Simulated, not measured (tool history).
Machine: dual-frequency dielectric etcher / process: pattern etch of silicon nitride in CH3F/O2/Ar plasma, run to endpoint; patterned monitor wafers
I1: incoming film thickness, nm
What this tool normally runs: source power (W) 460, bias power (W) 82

{"run": 1, "hour": 0.0, "source power (W)": 460, "bias power (W)": 82, "I1": 26.73, "endpoint time (s)": 37.2}
{"run": 2, "hour": 33.2, "source power (W)": 460, "bias power (W)": 82, "I1": 26.96, "endpoint time (s)": 37.4}
{"run": 3, "hour": 55.4, "source power (W)": 410, "bias power (W)": 71, "I1": 26.8, "endpoint time (s)": 40.1}
{"run": 4, "hour": 88.4, "source power (W)": 460, "bias power (W)": 82, "I1": 26.97, "endpoint time (s)": 37.3}
{"run": 5, "hour": 146.2, "source power (W)": 460, "bias power (W)": 82, "I1": 26.72, "endpoint time (s)": 37.1}
{"run": 6, "hour": 173.9, "source power (W)": 460, "bias power (W)": 82, "I1": 26.85, "endpoint time (s)": 37}
{"run": 7, "hour": 207.7, "source power (W)": 460, "bias power (W)": 82, "I1": 26.71, "endpoint time (s)": 36.5}
{"run": 8, "hour": 222.4, "source power (W)": 460, "bias power (W)": 82, "I1": 26.74, "endpoint time (s)": 36.7}
{"run": 9, "hour": 257.7, "source power (W)": 530, "bias power (W)": 82, "I1": 26.81, "endpoint time (s)": 35.3}
{"run": 10, "hour": 277.0, "source power (W)": 530, "bias power (W)": 82, "I1": 26.94, "endpoint time (s)": 35.7}
{"run": 11, "hour": 297.7, "source power (W)": 530, "bias power (W)": 82, "I1": 27.11, "endpoint time (s)": 35.4}
{"run": 12, "hour": 310.6, "source power (W)": 390, "bias power (W)": 74, "I1": 26.74, "endpoint time (s)": 38.9}
{"hour": 340.7, "done": "wet clean of the chamber"}
{"run": 13, "hour": 341.2, "source power (W)": 390, "bias power (W)": 74, "I1": 27.12, "endpoint time (s)": 38.1}
{"run": 14, "hour": 361.6, "source power (W)": 390, "bias power (W)": 74, "I1": 26.96, "endpoint time (s)": 37.9}
{"run": 15, "hour": 375.2, "source power (W)": 500, "bias power (W)": 82, "I1": 26.95, "endpoint time (s)": 34.7}
{"run": 16, "hour": 391.6, "source power (W)": 390, "bias power (W)": 82, "I1": 26.71, "endpoint time (s)": 36.3}
{"hour": 401.7, "done": "bias power generator calibrated"}
{"run": 17, "hour": 427.1, "source power (W)": 570, "bias power (W)": 75, "I1": 26.74, "endpoint time (s)": 34.2}
{"run": 18, "hour": 444.2, "source power (W)": 540, "bias power (W)": 92, "I1": 26.76, "endpoint time (s)": 32.9}
{"hour": 468.6, "done": "wet clean of the chamber, repeated, since the last time left the tool worse"}
{"run": 19, "hour": 470.7, "source power (W)": 510, "bias power (W)": 87, "I1": 26.91, "endpoint time (s)": 36.1}
{"run": 20, "hour": 500.6, "source power (W)": 460, "bias power (W)": 82, "I1": 26.89, "endpoint time (s)": 37.4}
{"hour": 506.0, "done": "source power generator calibrated"}
{"run": 21, "hour": 517.1, "source power (W)": 540, "bias power (W)": 82, "I1": 26.75, "endpoint time (s)": 35.5}
{"run": 22, "hour": 540.8, "source power (W)": 360, "bias power (W)": 89, "I1": 26.83, "endpoint time (s)": 38.3}
{"run": 23, "hour": 565.1, "source power (W)": 390, "bias power (W)": 74, "I1": 26.81, "endpoint time (s)": 39.8}
{"run": 24, "hour": 599.5, "source power (W)": 460, "bias power (W)": 75, "I1": 26.93, "endpoint time (s)": 38.2}
{"hour": 646.8, "done": "upper electrode replaced"}
{"run": 25, "hour": 647.3, "source power (W)": 510, "bias power (W)": 82, "I1": 26.92, "endpoint time (s)": 36}
{"run": 26, "hour": 662.3, "source power (W)": 460, "bias power (W)": 82, "I1": 26.78, "endpoint time (s)": 36.7}
{"run": 27, "hour": 698.3, "source power (W)": 340, "bias power (W)": 67, "I1": 26.76, "endpoint time (s)": 41.7}
{"run": 28, "hour": 722.6, "source power (W)": 580, "bias power (W)": 68, "I1": 26.79, "endpoint time (s)": 36.8}
{"run": 29, "hour": 748.8, "source power (W)": 460, "bias power (W)": 69, "I1": 26.82, "endpoint time (s)": 38.6}
{"run": 30, "hour": 764.1, "source power (W)": 520, "bias power (W)": 99, "I1": 26.96, "endpoint time (s)": 33.6}
{"run": 31, "hour": 776.9, "source power (W)": 570, "bias power (W)": 63, "I1": 26.71, "endpoint time (s)": 37.3}
{"run": 32, "hour": 795.6, "source power (W)": 460, "bias power (W)": 88, "I1": 26.84, "endpoint time (s)": 35.7}
{"hour": 840.0, "done": "wet clean of the chamber"}
{"run": 33, "hour": 898.3, "source power (W)": 350, "bias power (W)": 90, "I1": 26.68, "endpoint time (s)": 38.4}

4 options for the next run, each taken on its own from the tool as it stands now. Forecast them:
{"run": "A", "hour": 898.7, "source power (W)": 460, "bias power (W)": 82, "I1": 26.92, "endpoint time (s)": "?"}
{"run": "B", "hour": 898.7, "source power (W)": 570, "bias power (W)": 68, "I1": 26.92, "endpoint time (s)": "?"}
{"run": "C", "hour": 898.7, "source power (W)": 460, "bias power (W)": 67, "I1": 26.92, "endpoint time (s)": "?"}
{"run": "D", "hour": 898.7, "source power (W)": 460, "bias power (W)": 99, "I1": 26.92, "endpoint time (s)": "?"}

run=A endpoint_time_(s)=37.7
run=B endpoint_time_(s)=37.8
run=C endpoint_time_(s)=40
run=D endpoint_time_(s)=35.6
With no hidden state in the tool, these same runs would have given:
run=A endpoint_time_(s)=37.7
run=B endpoint_time_(s)=37.7
run=C endpoint_time_(s)=40
run=D endpoint_time_(s)=35.5
